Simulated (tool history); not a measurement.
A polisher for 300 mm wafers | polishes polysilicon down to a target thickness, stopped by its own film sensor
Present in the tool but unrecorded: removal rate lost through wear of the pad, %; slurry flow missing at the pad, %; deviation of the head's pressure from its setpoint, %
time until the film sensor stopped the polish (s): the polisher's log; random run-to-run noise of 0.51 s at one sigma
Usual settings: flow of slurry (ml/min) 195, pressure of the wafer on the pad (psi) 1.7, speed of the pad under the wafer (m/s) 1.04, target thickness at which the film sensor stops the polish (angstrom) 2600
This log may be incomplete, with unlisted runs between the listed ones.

run	hour	flow of slurry (ml/min)	pressure of the wafer on the pad (psi)	speed of the pad under the wafer (m/s)	target thickness at which the film sensor stops the polish (angstrom)	wafers since the last listed run	wafers polished on this pad	hours since the slurry nozzle was cleaned	hours since the head pressure was calibrated	incoming thickness of the incoming film, nm	time until the film sensor stopped the polish (s)
1	0	195	1.7	1.04	2600	0	731	298.3	752.2	543.2	53.3
2	8.7	195	1.7	1.04	2600	49	780	307	760.9	550.9	54.8
# hour 17.2: worn pad replaced by a new one
3	17.7	195	1.7	1.04	2600	28	2	316	769.9	544.3	55.1
4	24.7	195	1.7	1.04	2600	39	42	323	776.9	537	53.2
5	40.8	195	1.7	1.04	2600	91	134	339.1	793	535.4	53.3
6	52.1	170	1.7	1.04	2600	64	198	350.4	804.3	547.9	56.1
7	63	195	1.7	1.04	2600	62	261	361.3	815.2	549	54.6
8	73	195	1.7	1.04	2600	57	318	371.3	825.2	542.2	54.3
# hour 82.9: slurry nozzle cleaned
9	94.5	195	1.7	1.04	2600	116	435	11.6	846.7	547.2	54.5
10	108.1	210	1.7	1.04	2600	77	512	25.2	860.3	548.3	55.2
11	125.2	195	1.9	1.04	2600	97	610	42.3	877.4	532.8	47
# hour 141.4: head pressure recalibrated
12	141.9	195	1.4	1.2	3300	83	693	59	0.5	531.8	42.8
13	149.1	170	1.5	0.94	2600	41	734	66.2	7.7	540.1	73.2
# hour 160.5: worn pad replaced by a new one
14	176.4	195	1.7	1.18	2600	132	90	93.5	35	543.7	50.6
15	185.3	175	1.7	1.04	2600	50	141	102.4	43.9	536.5	55
16	192.1	230	1.7	1.16	2870	38	180	109.2	50.7	538.3	44
17	205.8	195	1.3	1.04	2600	78	258	122.9	64.4	541.8	72.9
18	217.9	195	1.7	1.04	2600	68	327	135	76.5	545.1	57.3
19	231.5	240	1.7	1.26	1710	77	405	148.6	90.1	530.4	57.1
20	239.3	195	1.4	1.04	3360	44	449	156.4	97.9	542.1	50.5

Expected results for the next run?
21	247.2	135	1.9	1.18	2280	45	494	164.3	105.8	543.7	?

Run 21 came out at time until the film sensor stopped the polish (s) 51.8.
Without the tool's hidden state the same run would have given time until the film sensor stopped the polish (s) 53.2.

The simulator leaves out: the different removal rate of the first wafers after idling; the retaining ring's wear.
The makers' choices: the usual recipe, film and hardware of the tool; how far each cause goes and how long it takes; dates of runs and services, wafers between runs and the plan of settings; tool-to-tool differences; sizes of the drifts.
